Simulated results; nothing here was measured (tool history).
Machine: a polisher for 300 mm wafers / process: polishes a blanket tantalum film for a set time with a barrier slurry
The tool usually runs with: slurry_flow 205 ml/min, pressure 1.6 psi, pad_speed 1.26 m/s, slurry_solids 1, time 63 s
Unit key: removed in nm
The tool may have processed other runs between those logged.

run	hour	slurry_flow	pressure	pad_speed	slurry_solids	time	wafers since the last listed run	wafers polished on this pad	hours since the slurry nozzle was cleaned	hours since the head pressure was calibrated	hours since the slurry blender was calibrated	incoming thickness of the incoming film, nm	removed
1	0	205	1.6	1.26	1	63	0	158	194.6	628.5	59.3	376.6	90.9
# hour 15.9: slurry nozzle cleaned
2	17.3	205	1.6	1.26	1	63	206	365	1.4	645.8	76.6	380.7	97.9
3	34.2	205	1.6	1.26	1	63	214	579	18.3	662.7	93.5	377.2	97.8
4	49.4	205	1.6	1.26	1	63	192	772	33.5	677.9	108.7	380.2	94.8
5	67	205	1.6	1.26	1	63	222	995	51.1	695.5	126.3	374.2	97
# hour 76: worn pad replaced by a new one
6	79.7	205	1.6	1.26	1	63	110	46	63.8	708.2	139	371.8	97.1
7	97.1	205	1.6	1.26	1	63	220	267	81.2	725.6	156.4	382.2	97.2
8	104	205	1.6	1.26	1	63	87	354	88.1	732.5	163.3	377.3	95.7
9	117.7	205	1.6	1.26	1	63	173	528	101.8	746.2	177	385.7	94.8
10	129.3	205	1.6	1.26	1	63	146	674	113.4	757.8	188.6	385.5	94.4
11	142.3	205	1.6	1.26	1	63	164	839	126.4	770.8	201.6	383	94
12	152.1	205	1.6	1.26	1	63	124	963	136.2	780.6	211.4	377.1	92.4
# hour 163.8: worn pad replaced by a new one
13	169.8	205	1.6	1.26	1	63	173	76	153.9	798.3	229.1	384.7	92.5
14	184.7	205	1.6	1.26	1	63	188	264	168.8	813.2	244	377.4	92.6
15	196.6	205	1.6	1.26	1	63	150	415	180.7	825.1	255.9	377.3	91.7
16	207.4	255	1.6	1.38	0.85	50	136	552	191.5	835.9	266.7	384.2	79.1
# hour 217.6: slurry blender recalibrated
17	220.1	150	1.6	1.26	0.75	72	135	688	204.2	848.6	2.5	377.5	91.2
# hour 239.1: slurry nozzle cleaned
# hour 242.6: worn pad replaced by a new one
18	246	205	1.6	1.1	1	63	271	43	6.9	874.5	28.4	379.5	86.8
19	253.3	205	1.8	1.26	0.85	63	92	135	14.2	881.8	35.7	376.2	108.1
20	268.5	205	1.6	1.26	1	63	192	328	29.4	897	50.9	375.8	97.7
21	277.4	230	1.6	1.26	1	52	112	441	38.3	905.9	59.8	379.4	81.4
22	289.4	170	1.6	1.26	1.2	63	152	593	50.3	917.9	71.8	380.6	97.3
# hour 296: head pressure recalibrated
23	304.8	150	1.6	1.26	0.75	72	169	763	65.7	8.8	87.2	384.6	113.4
24	314.1	205	1.6	1.26	1	63	117	880	75	18.1	96.5	377.8	108.9
# hour 320.5: worn pad replaced by a new one
25	323.4	205	1.6	1.66	1	63	67	37	84.3	27.4	105.8	373.6	138.4
26	370.8	205	1.2	1.26	1.1	63	600	637	131.7	74.8	153.2	382.3	79.8
27	378.6	255	1.6	0.94	0.9	63	98	736	139.5	82.6	161	384.2	81.2
28	387.9	165	1.1	1.26	0.9	78	117	854	148.8	91.9	170.3	384	84.1
29	395.1	205	1.6	1.26	1	63	91	945	156	99.1	177.5	375.9	102.8
30	404.6	205	1.1	1.26	1.2	63	120	1066	165.5	108.6	187	378.5	73

Across each entry between runs, compare the hidden state at the last listed run before it with the hidden state at the first listed run after it:
After run 1, before run 2: slurry nozzle cleaned (hour 15.9)
  slurry flow missing at the pad, %: 40.7 -> 7.68
  measured result minus the result with no hidden state, removed: -19.1 -> -12.7 nm
After run 5, before run 6: worn pad replaced by a new one (hour 76)
  slurry flow missing at the pad, %: 16.6 -> 18.9
  measured result minus the result with no hidden state, removed: -14.3 -> -14.9 nm
After run 12, before run 13: worn pad replaced by a new one (hour 163.8)
  slurry flow missing at the pad, %: 31.9 -> 35
  measured result minus the result with no hidden state, removed: -17.4 -> -18.4 nm
After run 16, before run 17: slurry blender recalibrated (hour 217.6)
  slurry flow missing at the pad, %: 41.8 -> 44; deviation of the head's pressure from its setpoint, %: -11.2 -> -11.3
  measured result minus the result with no hidden state, removed: -16.3 -> -24.6 nm
After run 17, before run 18: slurry nozzle cleaned (hour 239.1); worn pad replaced by a new one (hour 242.6)
  slurry flow missing at the pad, %: 44 -> 4.59
  measured result minus the result with no hidden state, removed: -24.6 -> -11.7 nm
After run 22, before run 23: head pressure recalibrated (hour 296)
  slurry flow missing at the pad, %: 12.4 -> 15.1; deviation of the head's pressure from its setpoint, %: -11.4 -> 1.24
  measured result minus the result with no hidden state, removed: -14.8 -> -1.8 nm
After run 24, before run 25: worn pad replaced by a new one (hour 320.5)
  slurry flow missing at the pad, %: 16.8 -> 18.5; deviation of the head's pressure from its setpoint, %: 0.874 -> 0.517
  measured result minus the result with no hidden state, removed: -1.7 -> -3.1 nm
